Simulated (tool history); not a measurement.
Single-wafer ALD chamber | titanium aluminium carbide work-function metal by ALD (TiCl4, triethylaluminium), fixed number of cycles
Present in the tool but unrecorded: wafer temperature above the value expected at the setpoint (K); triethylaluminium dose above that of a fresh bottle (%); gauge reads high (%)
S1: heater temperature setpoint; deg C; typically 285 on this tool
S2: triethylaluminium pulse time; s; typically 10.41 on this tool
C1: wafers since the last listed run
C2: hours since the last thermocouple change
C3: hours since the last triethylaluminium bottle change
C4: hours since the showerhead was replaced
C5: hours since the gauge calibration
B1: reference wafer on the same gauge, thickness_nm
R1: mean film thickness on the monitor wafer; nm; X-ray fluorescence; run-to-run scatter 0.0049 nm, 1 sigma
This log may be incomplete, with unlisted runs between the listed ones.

Run 1, day 0: usual settings; C1 0; C2 1221.4; C3 206.3; C4 2924.8; C5 310.9; B1 2.26. Result: R1 1.931 nm.
Run 2, day 1.008: usual settings; C1 294; C2 1245.6; C3 230.5; C4 2949; C5 335.1; B1 2.262. Result: R1 1.924 nm.
Run 3, day 2.238: usual settings; C1 359; C2 1275.1; C3 260; C4 2978.5; C5 364.6; B1 2.261. Result: R1 1.925 nm.
Run 4, day 4.108: usual settings; C1 547; C2 1320; C3 304.9; C4 3023.4; C5 409.5; B1 2.258. Result: R1 1.928 nm.
Run 5, day 5.508: usual settings; C1 409; C2 1353.6; C3 338.5; C4 3057; C5 443.1; B1 2.26. Result: R1 1.925 nm.
Run 6, day 6.888: usual settings; C1 403; C2 1386.7; C3 371.6; C4 3090.1; C5 476.2; B1 2.261. Result: R1 1.926 nm.
Run 7, day 9.162: usual settings; C1 665; C2 1441.3; C3 426.2; C4 3144.7; C5 530.8; B1 2.26. Result: R1 1.928 nm.
Run 8, day 11.446: usual settings but S2 12.24 s; C1 667; C2 1496.1; C3 481; C4 3199.5; C5 585.6; B1 2.26. Result: R1 1.975 nm.
At day 14.108: thermocouple changed; heater temperature recalibrated.
Run 9, day 14.129: usual settings but S2 12.24 s; C1 687; C2 0.5; C3 545.4; C4 3263.9; C5 650; B1 2.26. Result: R1 1.924 nm.
Run 10, day 16.517: usual settings but S1 277 deg C, S2 13.33 s; C1 698; C2 57.8; C3 602.7; C4 3321.2; C5 707.3; B1 2.26. Result: R1 1.871 nm.
At day 17.479: triethylaluminium bottle replaced.
Run 11, day 18.917: usual settings but S1 277 deg C, S2 13.33 s; C1 604; C2 115.4; C3 34.5; C4 3378.8; C5 764.9; B1 2.26. Result: R1 1.897 nm.
Run 12, day 22.533: usual settings but S1 290 deg C, S2 12.8 s; C1 1057; C2 202.2; C3 121.3; C4 3465.6; C5 851.7; B1 2.26. Result: R1 1.993 nm.
Run 13, day 23.954: usual settings; C1 415; C2 236.3; C3 155.4; C4 3499.7; C5 885.8; B1 2.261. Result: R1 1.919 nm.
Run 14, day 26.458: usual settings but S1 295 deg C, S2 7.41 s; C1 732; C2 296.4; C3 215.5; C4 3559.8; C5 945.9; B1 2.258. Result: R1 1.783 nm.
Run 15, day 27.896: usual settings; C1 420; C2 330.9; C3 250; C4 3594.3; C5 980.4; B1 2.26. Result: R1 1.913 nm.
Run 16, day 29.95: usual settings but S1 292 deg C, S2 12.59 s; C1 600; C2 380.2; C3 299.3; C4 3643.6; C5 1029.7; B1 2.26. Result: R1 2.008 nm.
At day 30.683: gauge calibrated.
At day 31.55: showerhead replaced.
Run 17, day 31.667: usual settings but S2 12.74 s; C1 404; C2 421.4; C3 340.5; C4 2.8; C5 23.6; B1 2.26. Result: R1 1.963 nm.
Run 18, day 32.871: usual settings but S1 280 deg C; C1 352; C2 450.3; C3 369.4; C4 31.7; C5 52.5; B1 2.261. Result: R1 1.865 nm.
Run 19, day 34.004: usual settings; C1 331; C2 477.5; C3 396.6; C4 58.9; C5 79.7; B1 2.26. Result: R1 1.91 nm.
Run 20, day 36.758: usual settings but S1 289 deg C, S2 6.67 s; C1 805; C2 543.6; C3 462.7; C4 125; C5 145.8; B1 2.259. Result: R1 1.622 nm.
Run 21, day 39.717: usual settings but S1 275 deg C, S2 11.86 s; C1 865; C2 614.6; C3 533.7; C4 196; C5 216.8; B1 2.26. Result: R1 1.866 nm.
Run 22, day 40.879: usual settings but S1 295 deg C, S2 7.06 s; C1 339; C2 642.5; C3 561.6; C4 223.9; C5 244.7; B1 2.26. Result: R1 1.725 nm.

What the log doesn't show, run by run:
gauge reads high (%): 0 at every run
H1: wafer temperature above the value expected at the setpoint (K)
H2: triethylaluminium dose above that of a fresh bottle (%)
run      H1     H2
  1     5.3  -8.96
  2    5.33   -9.4
  3    5.37  -9.86
  4    5.43  -10.4
  5    5.46  -10.8
  6     5.5  -11.1
  7    5.56  -11.5
  8    5.61  -11.7
  9  -0.317    -12
 10   0.251  -12.1
 11   0.769  -2.58
 12    1.46  -5.97
 13    1.71  -6.93
 14    2.11  -8.24
 15    2.33  -8.82
 16    2.61  -9.48
 17    2.83  -9.91
 18    2.98  -10.2
 19    3.11  -10.4
 20    3.41  -10.8
 21    3.69    -11
 22     3.8  -11.1

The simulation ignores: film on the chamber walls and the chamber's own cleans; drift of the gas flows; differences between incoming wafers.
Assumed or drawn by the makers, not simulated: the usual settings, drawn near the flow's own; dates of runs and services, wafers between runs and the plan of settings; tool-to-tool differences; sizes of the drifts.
